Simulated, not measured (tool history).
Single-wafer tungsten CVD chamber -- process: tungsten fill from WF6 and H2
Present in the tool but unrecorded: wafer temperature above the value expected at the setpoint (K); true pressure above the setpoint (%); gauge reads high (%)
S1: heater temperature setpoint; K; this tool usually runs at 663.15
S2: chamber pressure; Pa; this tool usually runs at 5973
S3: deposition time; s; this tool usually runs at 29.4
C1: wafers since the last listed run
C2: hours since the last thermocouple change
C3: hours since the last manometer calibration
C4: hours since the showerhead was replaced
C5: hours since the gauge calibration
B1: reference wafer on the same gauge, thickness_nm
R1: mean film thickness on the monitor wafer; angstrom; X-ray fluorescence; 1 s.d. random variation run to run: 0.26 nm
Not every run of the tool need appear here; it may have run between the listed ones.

run 1 hour=0.0 | S1=663.15 S2=5973 S3=29.4 | C1=0 C2=1372.5 C3=2956.6 C4=7402.0 C5=241.0 | B1=68.883 | R1=941.56
run 2 hour=10.5 | S1=663.15 S2=5973 S3=29.4 | C1=335 C2=1383.0 C3=2967.1 C4=7412.5 C5=251.5 | B1=68.934 | R1=942.32
run 3 hour=28.5 | S1=663.15 S2=5973 S3=29.4 | C1=574 C2=1401.0 C3=2985.1 C4=7430.5 C5=269.5 | B1=68.936 | R1=945.13
-- hour=49.4 capacitance manometer re-zeroed and calibrated
run 4 hour=49.9 | S1=663.15 S2=5973 S3=29.4 | C1=427 C2=1422.4 C3=0.5 C4=7451.9 C5=290.9 | B1=68.966 | R1=949.71
run 5 hour=63.4 | S1=663.15 S2=5973 S3=27.6 | C1=430 C2=1435.9 C3=14.0 C4=7465.4 C5=304.4 | B1=68.922 | R1=893.26
run 6 hour=71.8 | S1=663.15 S2=5973 S3=29.4 | C1=268 C2=1444.3 C3=22.4 C4=7473.8 C5=312.8 | B1=68.849 | R1=955.05
run 7 hour=89.8 | S1=663.15 S2=5973 S3=29.4 | C1=574 C2=1462.3 C3=40.4 C4=7491.8 C5=330.8 | B1=68.938 | R1=955.03
run 8 hour=107.6 | S1=669.15 S2=5973 S3=29.4 | C1=567 C2=1480.1 C3=58.2 C4=7509.6 C5=348.6 | B1=68.902 | R1=1070.02
run 9 hour=117.7 | S1=669.15 S2=5973 S3=29.4 | C1=322 C2=1490.2 C3=68.3 C4=7519.7 C5=358.7 | B1=68.899 | R1=1071.23
run 10 hour=135.2 | S1=663.15 S2=4866 S3=29.4 | C1=558 C2=1507.7 C3=85.8 C4=7537.2 C5=376.2 | B1=68.951 | R1=894.64
run 11 hour=143.2 | S1=663.15 S2=4866 S3=29.4 | C1=255 C2=1515.7 C3=93.8 C4=7545.2 C5=384.2 | B1=68.939 | R1=897.53
run 12 hour=150.4 | S1=663.15 S2=5973 S3=24.2 | C1=229 C2=1522.9 C3=101.0 C4=7552.4 C5=391.4 | B1=68.851 | R1=792.50
run 13 hour=164.6 | S1=672.15 S2=5973 S3=29.4 | C1=453 C2=1537.1 C3=115.2 C4=7566.6 C5=405.6 | B1=68.855 | R1=1144.20
run 14 hour=171.2 | S1=668.15 S2=7239 S3=23.9 | C1=210 C2=1543.7 C3=121.8 C4=7573.2 C5=412.2 | B1=68.870 | R1=917.61
-- hour=175.3 gauge calibrated
run 15 hour=183.8 | S1=672.15 S2=7333 S3=31.1 | C1=402 C2=1556.3 C3=134.4 C4=7585.8 C5=8.5 | B1=68.940 | R1=1306.55
run 16 hour=201.5 | S1=663.15 S2=7453 S3=29.4 | C1=564 C2=1574.0 C3=152.1 C4=7603.5 C5=26.2 | B1=68.935 | R1=1045.97
-- hour=214.9 thermocouple changed; heater temperature recalibrated
run 17 hour=215.4 | S1=656.15 S2=5973 S3=29.4 | C1=188 C2=0.5 C3=166.0 C4=7617.4 C5=40.1 | B1=68.835 | R1=714.91
run 18 hour=220.3 | S1=652.15 S2=6413 S3=27.0 | C1=156 C2=5.4 C3=170.9 C4=7622.3 C5=45.0 | B1=68.914 | R1=616.44
run 19 hour=230.6 | S1=663.15 S2=5973 S3=29.4 | C1=328 C2=15.7 C3=181.2 C4=7632.6 C5=55.3 | B1=68.911 | R1=821.93
run 20 hour=241.3 | S1=649.15 S2=6933 S3=27.5 | C1=341 C2=26.4 C3=191.9 C4=7643.3 C5=66.0 | B1=68.884 | R1=607.14
run 21 hour=251.1 | S1=674.15 S2=5200 S3=25.6 | C1=312 C2=36.2 C3=201.7 C4=7653.1 C5=75.8 | B1=68.943 | R1=846.83
run 22 hour=266.6 | S1=656.15 S2=7053 S3=29.4 | C1=494 C2=51.7 C3=217.2 C4=7668.6 C5=91.3 | B1=68.992 | R1=757.18
run 23 hour=276.8 | S1=663.15 S2=5973 S3=29.4 | C1=325 C2=61.9 C3=227.4 C4=7678.8 C5=101.5 | B1=68.907 | R1=829.33
-- hour=294.4 showerhead replaced
run 24 hour=294.9 | S1=663.15 S2=6466 S3=24.8 | C1=322 C2=80.0 C3=245.5 C4=0.5 C5=119.6 | B1=68.895 | R1=717.31
run 25 hour=299.5 | S1=655.15 S2=6599 S3=27.5 | C1=146 C2=84.6 C3=250.1 C4=5.1 C5=124.2 | B1=68.939 | R1=677.57
run 26 hour=307.7 | S1=648.15 S2=5973 S3=24.1 | C1=261 C2=92.8 C3=258.3 C4=13.3 C5=132.4 | B1=68.931 | R1=492.83
run 27 hour=316.8 | S1=663.15 S2=5973 S3=29.4 | C1=290 C2=101.9 C3=267.4 C4=22.4 C5=141.5 | B1=68.808 | R1=827.66
run 28 hour=333.2 | S1=663.15 S2=5440 S3=32.8 | C1=523 C2=118.3 C3=283.8 C4=38.8 C5=157.9 | B1=68.944 | R1=897.03
run 29 hour=339.8 | S1=653.15 S2=5146 S3=33.5 | C1=210 C2=124.9 C3=290.4 C4=45.4 C5=164.5 | B1=68.920 | R1=729.29
run 30 hour=351.1 | S1=663.15 S2=5973 S3=29.4 | C1=360 C2=136.2 C3=301.7 C4=56.7 C5=175.8 | B1=68.909 | R1=830.87
run 31 hour=368.8 | S1=676.15 S2=5973 S3=29.4 | C1=564 C2=153.9 C3=319.4 C4=74.4 C5=193.5 | B1=68.833 | R1=1061.47
run 32 hour=376.4 | S1=674.15 S2=5200 S3=25.6 | C1=242 C2=161.5 C3=327.0 C4=82.0 C5=201.1 | B1=68.892 | R1=855.38
run 33 hour=388.7 | S1=649.15 S2=5973 S3=29.4 | C1=392 C2=173.8 C3=339.3 C4=94.3 C5=213.4 | B1=68.918 | R1=616.91
run 34 hour=410.7 | S1=663.15 S2=5973 S3=32.3 | C1=701 C2=195.8 C3=361.3 C4=116.3 C5=235.4 | B1=68.896 | R1=912.21

Subtracting, for every run, the result it would have given without the tool's unlogged condition from the measured result gives the following. The same run-to-run variation enters both numbers; the gauge's scatter may not:
run=1 R1=+101.95
run=2 R1=+103.24
run=3 R1=+105.65
run=4 R1=+108.70
run=5 R1=+103.75
run=6 R1=+111.95
run=7 R1=+114.13
run=8 R1=+126.15
run=9 R1=+127.62
run=10 R1=+112.19
run=11 R1=+113.49
run=12 R1=+100.96
run=13 R1=+139.72
run=14 R1=+116.36
run=15 R1=+162.71
run=16 R1=+140.40
run=17 R1=-12.84
run=18 R1=-11.36
run=19 R1=-14.42
run=20 R1=-11.28
run=21 R1=-13.48
run=22 R1=-13.49
run=23 R1=-14.40
run=24 R1=-12.36
run=25 R1=-11.95
run=26 R1=-8.96
run=27 R1=-14.08
run=28 R1=-15.09
run=29 R1=-12.76
run=30 R1=-13.78
run=31 R1=-15.65
run=32 R1=-12.60
run=33 R1=-10.44
run=34 R1=-14.17
